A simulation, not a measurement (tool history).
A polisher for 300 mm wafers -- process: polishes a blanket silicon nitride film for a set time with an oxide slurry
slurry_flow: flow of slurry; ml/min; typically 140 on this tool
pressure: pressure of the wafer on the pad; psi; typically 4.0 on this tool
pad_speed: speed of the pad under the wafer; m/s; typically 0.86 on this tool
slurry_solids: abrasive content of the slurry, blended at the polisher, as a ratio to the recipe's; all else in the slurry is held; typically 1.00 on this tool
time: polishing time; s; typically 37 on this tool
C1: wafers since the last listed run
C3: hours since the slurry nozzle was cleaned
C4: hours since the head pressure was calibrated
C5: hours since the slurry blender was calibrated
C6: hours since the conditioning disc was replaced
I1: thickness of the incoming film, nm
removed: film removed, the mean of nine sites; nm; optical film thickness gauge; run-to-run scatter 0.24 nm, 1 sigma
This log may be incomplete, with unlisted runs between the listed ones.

run 1 hour=0.0 | slurry_flow=140 pressure=4.0 pad_speed=0.86 slurry_solids=1.00 time=37 | C1=0 wafers_polished_on_this_pad=1029 C3=434.5 C4=693.8 C5=170.7 C6=221.4 | I1=578.1 | removed=23.1
run 2 hour=25.9 | slurry_flow=140 pressure=4.0 pad_speed=0.86 slurry_solids=1.00 time=37 | C1=347 wafers_polished_on_this_pad=1376 C3=460.4 C4=719.7 C5=196.6 C6=247.3 | I1=582.6 | removed=22.9
-- hour=53.8 conditioning disc replaced and pad reconditioned
run 3 hour=80.1 | slurry_flow=140 pressure=4.0 pad_speed=0.86 slurry_solids=1.00 time=37 | C1=699 wafers_polished_on_this_pad=2075 C3=514.6 C4=773.9 C5=250.8 C6=26.3 | I1=576.0 | removed=24.1
-- hour=107.7 slurry blender recalibrated
run 4 hour=109.0 | slurry_flow=140 pressure=4.0 pad_speed=1.08 slurry_solids=1.10 time=37 | C1=360 wafers_polished_on_this_pad=2436 C3=543.5 C4=802.8 C5=1.3 C6=55.2 | I1=574.0 | removed=30.4
run 5 hour=150.3 | slurry_flow=140 pressure=4.0 pad_speed=1.08 slurry_solids=1.10 time=37 | C1=553 wafers_polished_on_this_pad=2989 C3=584.8 C4=844.1 C5=42.6 C6=96.5 | I1=567.0 | removed=30.3
run 6 hour=193.1 | slurry_flow=140 pressure=5.0 pad_speed=0.86 slurry_solids=1.00 time=37 | C1=573 wafers_polished_on_this_pad=3563 C3=627.6 C4=886.9 C5=85.4 C6=139.3 | I1=565.8 | removed=27.3
-- hour=216.4 worn pad replaced by a new one
-- hour=226.4 slurry nozzle cleaned
run 7 hour=243.7 | slurry_flow=140 pressure=5.0 pad_speed=0.86 slurry_solids=1.00 time=37 | C1=611 wafers_polished_on_this_pad=352 C3=17.3 C4=937.5 C5=136.0 C6=189.9 | I1=570.6 | removed=27.3
run 8 hour=295.1 | slurry_flow=140 pressure=5.0 pad_speed=0.86 slurry_solids=1.00 time=37 | C1=688 wafers_polished_on_this_pad=1041 C3=68.7 C4=988.9 C5=187.4 C6=241.3 | I1=561.6 | removed=26.2
-- hour=318.7 conditioning disc replaced and pad reconditioned
run 9 hour=365.6 | slurry_flow=140 pressure=4.0 pad_speed=0.86 slurry_solids=1.00 time=37 | C1=917 wafers_polished_on_this_pad=1959 C3=139.2 C4=1059.4 C5=257.9 C6=46.9 | I1=565.2 | removed=21.5
-- hour=386.6 slurry blender recalibrated
run 10 hour=416.3 | slurry_flow=140 pressure=4.0 pad_speed=0.86 slurry_solids=1.05 time=37 | C1=652 wafers_polished_on_this_pad=2611 C3=189.9 C4=1110.1 C5=29.7 C6=97.6 | I1=564.2 | removed=21.6
run 11 hour=446.4 | slurry_flow=140 pressure=4.0 pad_speed=0.86 slurry_solids=1.05 time=37 | C1=403 wafers_polished_on_this_pad=3015 C3=220.0 C4=1140.2 C5=59.8 C6=127.7 | I1=557.7 | removed=22.2
-- hour=478.7 worn pad replaced by a new one
run 12 hour=498.5 | slurry_flow=140 pressure=4.0 pad_speed=0.86 slurry_solids=1.05 time=37 | C1=644 wafers_polished_on_this_pad=265 C3=272.1 C4=1192.3 C5=111.9 C6=179.8 | I1=573.0 | removed=21.4
run 13 hour=565.9 | slurry_flow=140 pressure=4.0 pad_speed=0.86 slurry_solids=1.00 time=37 | C1=903 wafers_polished_on_this_pad=1168 C3=339.5 C4=1259.7 C5=179.3 C6=247.2 | I1=566.5 | removed=20.4
-- hour=585.4 conditioning disc replaced and pad reconditioned, repeated, since the last time left the tool worse
run 14 hour=631.8 | slurry_flow=185 pressure=4.0 pad_speed=0.86 slurry_solids=1.10 time=37 | C1=856 wafers_polished_on_this_pad=2024 C3=405.4 C4=1325.6 C5=245.2 C6=46.4 | I1=570.1 | removed=27.2
-- hour=642.8 head pressure recalibrated
-- hour=655.1 slurry blender recalibrated
run 15 hour=693.6 | slurry_flow=140 pressure=4.0 pad_speed=0.86 slurry_solids=1.00 time=37 | C1=774 wafers_polished_on_this_pad=2799 C3=467.2 C4=50.8 C5=38.5 C6=108.2 | I1=575.9 | removed=24.0
run 16 hour=719.3 | slurry_flow=140 pressure=4.0 pad_speed=0.86 slurry_solids=1.00 time=37 | C1=344 wafers_polished_on_this_pad=3143 C3=492.9 C4=76.5 C5=64.2 C6=133.9 | I1=559.9 | removed=24.0
-- hour=760.5 worn pad replaced by a new one
run 17 hour=781.4 | slurry_flow=180 pressure=4.6 pad_speed=0.86 slurry_solids=1.00 time=37 | C1=778 wafers_polished_on_this_pad=280 C3=555.0 C4=138.6 C5=126.3 C6=196.0 | I1=575.3 | removed=26.7
-- hour=810.5 conditioning disc replaced and pad reconditioned
run 18 hour=811.0 | slurry_flow=95 pressure=4.0 pad_speed=0.86 slurry_solids=1.00 time=24 | C1=369 wafers_polished_on_this_pad=650 C3=584.6 C4=168.2 C5=155.9 C6=0.5 | I1=562.9 | removed=14.7
-- hour=878.5 slurry blender recalibrated
-- hour=888.2 slurry nozzle cleaned
run 19 hour=997.5 | slurry_flow=95 pressure=4.0 pad_speed=0.86 slurry_solids=1.00 time=24 | C1=2458 wafers_polished_on_this_pad=3109 C3=109.3 C4=354.7 C5=119.0 C6=187.0 | I1=565.1 | removed=14.3
-- hour=1008.9 worn pad replaced by a new one
run 20 hour=1022.9 | slurry_flow=140 pressure=4.0 pad_speed=0.86 slurry_solids=1.00 time=34 | C1=286 wafers_polished_on_this_pad=187 C3=134.7 C4=380.1 C5=144.4 C6=212.4 | I1=576.4 | removed=21.7
-- hour=1065.3 conditioning disc replaced and pad reconditioned
run 21 hour=1083.1 | slurry_flow=160 pressure=4.0 pad_speed=0.66 slurry_solids=1.00 time=42 | C1=779 wafers_polished_on_this_pad=967 C3=194.9 C4=440.3 C5=204.6 C6=17.8 | I1=578.1 | removed=23.2
-- hour=1104.0 slurry blender recalibrated
run 22 hour=1132.1 | slurry_flow=140 pressure=4.0 pad_speed=0.86 slurry_solids=1.00 time=37 | C1=629 wafers_polished_on_this_pad=1597 C3=243.9 C4=489.3 C5=28.1 C6=66.8 | I1=568.4 | removed=24.8

Run 23 has not been measured yet. What should we expect?
run 23 hour=1159.0 | slurry_flow=140 pressure=4.9 pad_speed=0.86 slurry_solids=1.00 time=37 | C1=360 wafers_polished_on_this_pad=1957 C3=270.8 C4=516.2 C5=55.0 C6=93.7 | I1=578.7 | removed=?

removed: 27.8 nm
Without the tool's hidden state the same run would have given removed 28.4 nm.
